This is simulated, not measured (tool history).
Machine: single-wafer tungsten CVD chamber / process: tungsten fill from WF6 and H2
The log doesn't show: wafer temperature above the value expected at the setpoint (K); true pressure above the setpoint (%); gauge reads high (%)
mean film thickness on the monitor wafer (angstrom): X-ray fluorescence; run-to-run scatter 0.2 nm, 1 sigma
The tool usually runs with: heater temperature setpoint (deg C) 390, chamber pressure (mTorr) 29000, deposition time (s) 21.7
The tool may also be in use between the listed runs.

run,hour,heater temperature setpoint (deg C),chamber pressure (mTorr),deposition time (s),wafers since the last listed run,hours since the last thermocouple change,hours since the last manometer calibration,hours since the showerhead was replaced,hours since the gauge calibration,"read-back reference wafer on the same gauge, thickness_nm",mean film thickness on the monitor wafer (angstrom)
1,0,385,29000,21.7,0,2564.4,2062.9,2295.9,257,60.21,478.44
2,50.7,385,29000,21.7,1451,2615.1,2113.6,2346.6,307.7,60.271,477.27
3,120.8,385,29000,21.7,2006,2685.2,2183.7,2416.7,377.8,60.384,481.75
4,181.9,390,29000,21.7,1749,2746.3,2244.8,2477.8,438.9,60.449,537.74
5,248.8,390,29000,21.7,1915,2813.2,2311.7,2544.7,505.8,60.674,536.01
6,277.2,390,29000,23.9,813,2841.6,2340.1,2573.1,534.2,60.761,591.3
7,347.8,390,29000,23.9,2021,2912.2,2410.7,2643.7,604.8,60.901,596
8,392.9,390,29000,21.7,1291,2957.3,2455.8,2688.8,649.9,60.999,547.48
# hour 422.3: showerhead replaced
9,438.4,390,29000,21.7,1073,3002.8,2501.3,16.1,695.4,61.18,543.06
10,471.7,387,29000,21.7,953,3036.1,2534.6,49.4,728.7,61.298,505.01
11,512.6,387,29000,21.7,1170,3077,2575.5,90.3,769.6,61.472,509.02
12,541.9,387,29000,21.7,838,3106.3,2604.8,119.6,798.9,61.585,508.53
# hour 596.7: capacitance manometer re-zeroed and calibrated
13,597.2,382,22200,21.7,1354,3161.6,0.5,174.9,854.2,61.847,412.45
# hour 638.4: thermocouple changed; heater temperature recalibrated
14,638.9,390,29000,19.6,964,0.5,42.2,216.6,895.9,61.926,496.82
15,697,395,23800,21.7,1663,58.6,100.3,274.7,954,62.212,566.06
# hour 728.2: gauge calibrated
16,737.9,380,29000,21.7,1170,99.5,141.2,315.6,9.7,59.777,425.04
17,764.9,378,33500,19.7,772,126.5,168.2,342.6,36.7,59.775,386.7
18,800.8,390,29000,18.8,1027,162.4,204.1,378.5,72.6,59.762,461.01
19,829.6,397,36000,21.7,824,191.2,232.9,407.3,101.4,59.732,676.39
20,893.4,376,29000,23.4,1826,255,296.7,471.1,165.2,59.835,416.38
21,947.2,390,29000,21.7,1540,308.8,350.5,524.9,219,59.798,528.61
22,1017.1,390,29000,21.7,2001,378.7,420.4,594.8,288.9,59.918,533.49
23,1053.8,376,22100,21.7,1050,415.4,457.1,631.5,325.6,59.933,345.55
24,1109.7,386,29000,21.7,1600,471.3,513,687.4,381.5,60.094,483.52

Branching from run 24: 5 alternative next runs. What would each branch give?
A,1110.1,390,29000,25.6,11,471.7,513.4,687.8,381.9,?,?
B,1110.1,379,21800,21.7,11,471.7,513.4,687.8,381.9,?,?
C,1110.1,405,21800,24.3,11,471.7,513.4,687.8,381.9,?,?
D,1110.1,399,34900,18.1,11,471.7,513.4,687.8,381.9,?,?
E,1110.1,390,29000,25.8,11,471.7,513.4,687.8,381.9,?,?

run,"read-back reference wafer on the same gauge, thickness_nm",mean film thickness on the monitor wafer (angstrom)
A,60.047,630.32
B,60.047,369.75
C,60.047,728.19
D,60.047,582.93
E,60.047,635.26
What these runs would have given with no unlogged condition in the tool:
run,mean film thickness on the monitor wafer (angstrom)
A,629.22
B,369.11
C,726.92
D,581.92
E,634.16
